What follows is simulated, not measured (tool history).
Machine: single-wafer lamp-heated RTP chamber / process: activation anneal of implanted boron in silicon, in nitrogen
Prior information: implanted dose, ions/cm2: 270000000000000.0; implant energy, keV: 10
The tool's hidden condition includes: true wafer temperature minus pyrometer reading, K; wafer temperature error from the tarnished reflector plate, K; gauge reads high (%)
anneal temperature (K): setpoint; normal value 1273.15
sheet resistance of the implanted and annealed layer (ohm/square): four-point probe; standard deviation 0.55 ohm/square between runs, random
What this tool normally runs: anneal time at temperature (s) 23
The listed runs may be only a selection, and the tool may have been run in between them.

run   hour  anneal temperature (K)  anneal time at temperature (s)  wafers since the last listed run  wafers since the last pyrometer calibration  wafers since the reflector plate was cleaned  hours since the gauge calibration  read-back reference wafer on the same gauge, sheet resistance  sheet resistance of the implanted and annealed layer (ohm/square)
  1    0.0                 1273.15                              33                                 0                                         1057                                          3677                              160.4                                                         333.00                                                             363.47
  2   10.1                 1273.15                              33                               179                                         1236                                          3856                              170.5                                                         333.12                                                             363.92
  3   24.8                 1273.15                              23                               260                                         1497                                          4117                              185.2                                                         332.87                                                             364.98
  4   42.0                 1273.15                              23                               304                                         1802                                          4422                              202.4                                                         333.02                                                             364.32
  5   55.1                 1273.15                              23                               232                                         2034                                          4654                              215.5                                                         332.92                                                             365.54
  6   62.4                 1273.15                              23                               129                                         2163                                          4783                              222.8                                                         333.04                                                             365.10
  7   74.6                 1281.15                              23                               216                                         2379                                          5000                              235.0                                                         332.85                                                             364.32
  8   92.4                 1273.15                              23                               315                                         2695                                          5315                              252.8                                                         333.04                                                             364.05
  9  108.1                 1273.15                              23                               278                                         2973                                          5594                              268.5                                                         332.95                                                             364.10
 10  124.6                 1255.15                              23                               292                                         3266                                          5886                              285.0                                                         332.89                                                             368.83
 11  135.4                 1273.15                              23                               191                                         3457                                          6078                              295.8                                                         332.89                                                             364.58
 12  147.3                 1273.15                              23                               210                                         3668                                          6289                              307.7                                                         332.80                                                             365.46
     171.5  -- reflector plate cleaned
 13  172.0                 1289.15                              31                               296                                         3964                                             9                              332.4                                                         332.97                                                             361.36
 14  172.3                 1273.15                              23                                 5                                         3970                                            14                              332.7                                                         333.02                                                             365.15
     184.0  -- pyrometer window cleaned and pyrometer calibrated
 15  187.9                 1298.15                              33                               134                                           69                                           149                              348.3                                                         332.99                                                             361.44
 16  204.9                 1262.15                              31                               301                                          370                                           450                              365.3                                                         333.04                                                             367.96
     215.7  -- gauge calibrated
 17  217.2                 1260.15                              15                               218                                          588                                           668                                1.5                                                         333.06                                                             372.72
 18  233.0                 1300.15                              23                               280                                          868                                           948                               17.3                                                         332.94                                                             361.83
 19  245.2                 1273.15                              23                               216                                         1084                                          1165                               29.5                                                         332.91                                                             365.15
 20  260.5                 1273.15                              23                               271                                         1356                                          1436                               44.8                                                         333.01                                                             364.59
 21  277.3                 1273.15                              23                               297                                         1654                                          1734                               61.6                                                         333.01                                                             365.19
 22  291.1                 1258.15                              27                               244                                         1898                                          1979                               75.4                                                         333.08                                                             367.85
 23  297.7                 1273.15                              15                               117                                         2015                                          2096                               82.0                                                         332.86                                                             366.39
 24  304.2                 1292.15                              11                               115                                         2130                                          2211                               88.5                                                         333.16                                                             364.36

Each row is a separate what-if for the run after 24, all from the same tool condition, not one after another. Results?
  A  304.6                 1287.15                              23                                 7                                         2138                                          2218                               88.9                                                              ?                                                                  ?
  B  304.6                 1252.15                              23                                 7                                         2138                                          2218                               88.9                                                              ?                                                                  ?
  C  304.6                 1273.15                              29                                 7                                         2138                                          2218                               88.9                                                              ?                                                                  ?
  D  304.6                 1273.15                              31                                 7                                         2138                                          2218                               88.9                                                              ?                                                                  ?

run  read-back reference wafer on the same gauge, sheet resistance  sheet resistance of the implanted and annealed layer (ohm/square)
  A                                                         332.90                                                             363.29
  B                                                         332.90                                                             371.26
  C                                                         332.90                                                             364.34
  D                                                         332.90                                                             364.07
Take away the tool's hidden state, keep each run's random variation, and the runs would have read:
run  sheet resistance of the implanted and annealed layer (ohm/square)
  A                                                             364.46
  B                                                             376.27
  C                                                             366.21
  D                                                             365.91

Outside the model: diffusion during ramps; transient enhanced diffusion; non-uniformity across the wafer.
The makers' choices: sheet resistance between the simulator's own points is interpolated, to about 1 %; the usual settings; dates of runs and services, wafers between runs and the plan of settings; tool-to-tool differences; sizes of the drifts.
